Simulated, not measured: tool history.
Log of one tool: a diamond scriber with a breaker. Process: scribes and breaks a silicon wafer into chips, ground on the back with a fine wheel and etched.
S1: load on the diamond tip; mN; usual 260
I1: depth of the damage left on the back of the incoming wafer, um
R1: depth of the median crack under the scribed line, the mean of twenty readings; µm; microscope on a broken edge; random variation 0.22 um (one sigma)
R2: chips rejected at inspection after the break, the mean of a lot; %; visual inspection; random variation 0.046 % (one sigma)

run    hour   S1    I1     R1    R2
  1     0.0  205  0.42   9.29  5.25
  2    52.7  205  0.48   9.18  5.33
       84.1  -- diamond tip replaced by a new one
  3    97.9  260  0.47  11.21  0.64
  4   143.6  260  0.72  11.05  0.72
  5   192.6  260  0.73  11.51  0.67
  6   219.0  241  0.56  10.85  0.97
  7   281.5  241  0.65  10.65  1.07
  8   319.6  241  0.59  10.86  1.18
  9   375.0  260  0.61  11.33  0.72
 10   399.2  260  0.46  11.41  0.63
 11   490.7  225  0.58  10.48  2.45
      496.8  -- diamond tip replaced by a new one
 12   515.1  260  0.30  11.12  0.60
 13   551.0  235  0.70  10.46  1.40
 14   603.0  235  0.36  10.53  1.51
 15   657.5  235  0.66  10.27  1.34
 16   690.6  286  0.35  12.71  1.42
 17   750.6  286  0.48  12.40  1.26
 18   777.0  260  0.33  11.60  0.67
      786.8  -- load on the tip recalibrated
      838.8  -- diamond tip replaced by a new one
 19   839.3  260  0.45  11.25  0.72
 20   889.4  260  0.46  11.30  0.67
 21   942.3  260  0.46  11.77  0.65
 22   981.3  219  0.70   9.92  2.82
 23  1044.6  229  0.78  10.13  1.58
 24  1194.9  260  0.46  11.37  0.66
     1232.7  -- diamond tip replaced by a new one
 25  1247.2  189  0.45   8.70  8.31
 26  1286.2  221  0.68   9.70  2.39
 27  1318.7  230  0.71  10.43  2.10
 28  1384.7  239  0.52  11.13  1.28
 29  1440.6  198  0.30   8.77  6.21
 30  1473.0  239  0.45  10.65  1.18
 31  1543.4  305  0.44  13.16  2.23
 32  1580.6  337  0.44  14.46  5.74
     1622.4  -- diamond tip replaced by a new one
 33  1625.2  260  0.47  11.48  0.66
 34  1652.7  328  0.34  14.09  4.01
 35  1697.6  260  0.51  11.47  0.63
 36  1735.1  194  0.61   8.80  6.78
 37  1792.3  336  0.45  14.29  5.07
 38  1843.4  284  0.65  12.09  1.29
 39  1887.9  194  0.47   8.92  7.61
 40  1913.3  260  0.48  11.59  0.59

3 ways to go on from here, each from the tool as it stands after run 40. What would each give?
  A  1913.9  223  0.55   ?   ?
  B  1913.9  297  0.55   ?   ?
  C  1913.9  209  0.55   ?   ?

run     R1    R2
  A   9.85  2.52
  B  12.66  1.94
  C   9.27  4.43
Without the tool's hidden state the same runs would have given:
run     R1    R2
  A   9.85  2.52
  B  12.66  1.94
  C   9.27  4.43
